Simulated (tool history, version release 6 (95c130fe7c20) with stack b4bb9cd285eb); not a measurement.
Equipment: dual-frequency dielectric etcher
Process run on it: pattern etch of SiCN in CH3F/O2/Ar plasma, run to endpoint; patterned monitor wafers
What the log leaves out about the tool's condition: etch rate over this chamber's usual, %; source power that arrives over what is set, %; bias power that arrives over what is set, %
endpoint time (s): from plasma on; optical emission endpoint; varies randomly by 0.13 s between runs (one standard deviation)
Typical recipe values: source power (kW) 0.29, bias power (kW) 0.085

| run | hour | source power (kW) | bias power (kW) | wafers since the last listed run | hours since the last wet clean | hours since the last source power generator calibration | hours since the last bias power generator calibration | hours since the last upper electrode change | incoming incoming film thickness, nm | endpoint time (s) |
|---|---|---|---|---|---|---|---|---|---|---|
| 1 | 0 | 0.29 | 0.085 | 0 | 341.2 | 3143.1 | 4689.5 | 2468.4 | 8.15 | 23.2 |
| 2 | 31.5 | 0.29 | 0.085 | 601 | 372.7 | 3174.6 | 4721 | 2499.9 | 8.14 | 23.1 |
| 3 | 62.2 | 0.29 | 0.085 | 586 | 403.4 | 3205.3 | 4751.7 | 2530.6 | 8.09 | 23 |
| 4 | 82.4 | 0.29 | 0.085 | 385 | 423.6 | 3225.5 | 4771.9 | 2550.8 | 8.15 | 23.4 |
|  | 137.3 | wet clean of the chamber |
| 5 | 137.8 | 0.29 | 0.085 | 599 | 0.5 | 3280.9 | 4827.3 | 2606.2 | 8.05 | 21.1 |
| 6 | 138.2 | 0.29 | 0.085 | 7 | 0.9 | 3281.3 | 4827.7 | 2606.6 | 8.14 | 21.2 |
| 7 | 209.1 | 0.29 | 0.085 | 1353 | 71.8 | 3352.2 | 4898.6 | 2677.5 | 8.07 | 21.2 |
|  | 234.3 | wet clean of the chamber, repeated, since the last time left the tool worse |
| 8 | 244.6 | 0.29 | 0.085 | 219 | 10.3 | 3387.7 | 4934.1 | 2713 | 8.08 | 22.3 |
|  | 251.7 | bias power generator calibrated |
|  | 275.6 | upper electrode replaced |
| 9 | 276.1 | 0.29 | 0.085 | 68 | 41.8 | 3419.2 | 24.4 | 0.5 | 8.07 | 22.5 |
| 10 | 287 | 0.29 | 0.085 | 208 | 52.7 | 3430.1 | 35.3 | 11.4 | 8.14 | 22.7 |
| 11 | 306.6 | 0.31 | 0.085 | 374 | 72.3 | 3449.7 | 54.9 | 31 | 8.1 | 22.1 |
| 12 | 320.9 | 0.31 | 0.085 | 273 | 86.6 | 3464 | 69.2 | 45.3 | 8.11 | 22.3 |
| 13 | 375.1 | 0.29 | 0.085 | 1034 | 140.8 | 3518.2 | 123.4 | 99.5 | 8.06 | 22.4 |
| 14 | 409.2 | 0.25 | 0.077 | 651 | 174.9 | 3552.3 | 157.5 | 133.6 | 8.08 | 24.7 |
| 15 | 421.8 | 0.25 | 0.077 | 240 | 187.5 | 3564.9 | 170.1 | 146.2 | 8.02 | 24.7 |
|  | 432.3 | source power generator calibrated |
| 16 | 436.5 | 0.29 | 0.092 | 204 | 202.2 | 4.2 | 184.8 | 160.9 | 8.08 | 22.1 |
| 17 | 453.7 | 0.29 | 0.085 | 328 | 219.4 | 21.4 | 202 | 178.1 | 8.06 | 22.9 |
| 18 | 468.7 | 0.35 | 0.079 | 286 | 234.4 | 36.4 | 217 | 193.1 | 8.04 | 21.8 |
| 19 | 494.7 | 0.32 | 0.074 | 496 | 260.4 | 62.4 | 243 | 219.1 | 8.17 | 23.5 |
| 20 | 526 | 0.29 | 0.085 | 597 | 291.7 | 93.7 | 274.3 | 250.4 | 8.12 | 23 |
| 21 | 549.7 | 0.27 | 0.077 | 452 | 315.4 | 117.4 | 298 | 274.1 | 8.09 | 24.2 |
| 22 | 570.7 | 0.29 | 0.085 | 400 | 336.4 | 138.4 | 319 | 295.1 | 8.13 | 23.1 |
| 23 | 594 | 0.29 | 0.085 | 444 | 359.7 | 161.7 | 342.3 | 318.4 | 8.14 | 23 |
| 24 | 613.1 | 0.27 | 0.085 | 364 | 378.8 | 180.8 | 361.4 | 337.5 | 8.14 | 23.9 |
| 25 | 642.8 | 0.24 | 0.104 | 567 | 408.5 | 210.5 | 391.1 | 367.2 | 8.13 | 23 |
|  | 678.1 | wet clean of the chamber |
| 26 | 678.6 | 0.34 | 0.091 | 225 | 0.5 | 246.3 | 426.9 | 403 | 8.1 | 20.8 |
| 27 | 694.5 | 0.29 | 0.085 | 303 | 16.4 | 262.2 | 442.8 | 418.9 | 8.02 | 22.2 |
| 28 | 729.4 | 0.35 | 0.068 | 666 | 51.3 | 297.1 | 477.7 | 453.8 | 8.09 | 22.8 |
| 29 | 756.3 | 0.33 | 0.066 | 513 | 78.2 | 324 | 504.6 | 480.7 | 8.06 | 23.5 |
| 30 | 774.8 | 0.31 | 0.07 | 353 | 96.7 | 342.5 | 523.1 | 499.2 | 8.03 | 23.8 |
| 31 | 786.8 | 0.35 | 0.071 | 229 | 108.7 | 354.5 | 535.1 | 511.2 | 8.16 | 22.9 |

5 options for the next run, each taken on its own from the tool as it stands now. Forecast them:
| A | 787.2 | 0.29 | 0.085 | 7 | 109.1 | 354.9 | 535.5 | 511.6 | 8.15 | ? |
| B | 787.2 | 0.24 | 0.091 | 7 | 109.1 | 354.9 | 535.5 | 511.6 | 8.15 | ? |
| C | 787.2 | 0.26 | 0.085 | 7 | 109.1 | 354.9 | 535.5 | 511.6 | 8.15 | ? |
| D | 787.2 | 0.34 | 0.104 | 7 | 109.1 | 354.9 | 535.5 | 511.6 | 8.15 | ? |
| E | 787.2 | 0.34 | 0.099 | 7 | 109.1 | 354.9 | 535.5 | 511.6 | 8.15 | ? |

| run | endpoint time (s) |
|---|---|
| A | 23 |
| B | 23.7 |
| C | 23.7 |
| D | 20.2 |
| E | 20.6 |
With the hidden condition removed and each run's random variation left untouched, the same runs would have given:
| run | endpoint time (s) |
|---|---|
| A | 22.8 |
| B | 23.5 |
| C | 23.5 |
| D | 20.1 |
| E | 20.4 |

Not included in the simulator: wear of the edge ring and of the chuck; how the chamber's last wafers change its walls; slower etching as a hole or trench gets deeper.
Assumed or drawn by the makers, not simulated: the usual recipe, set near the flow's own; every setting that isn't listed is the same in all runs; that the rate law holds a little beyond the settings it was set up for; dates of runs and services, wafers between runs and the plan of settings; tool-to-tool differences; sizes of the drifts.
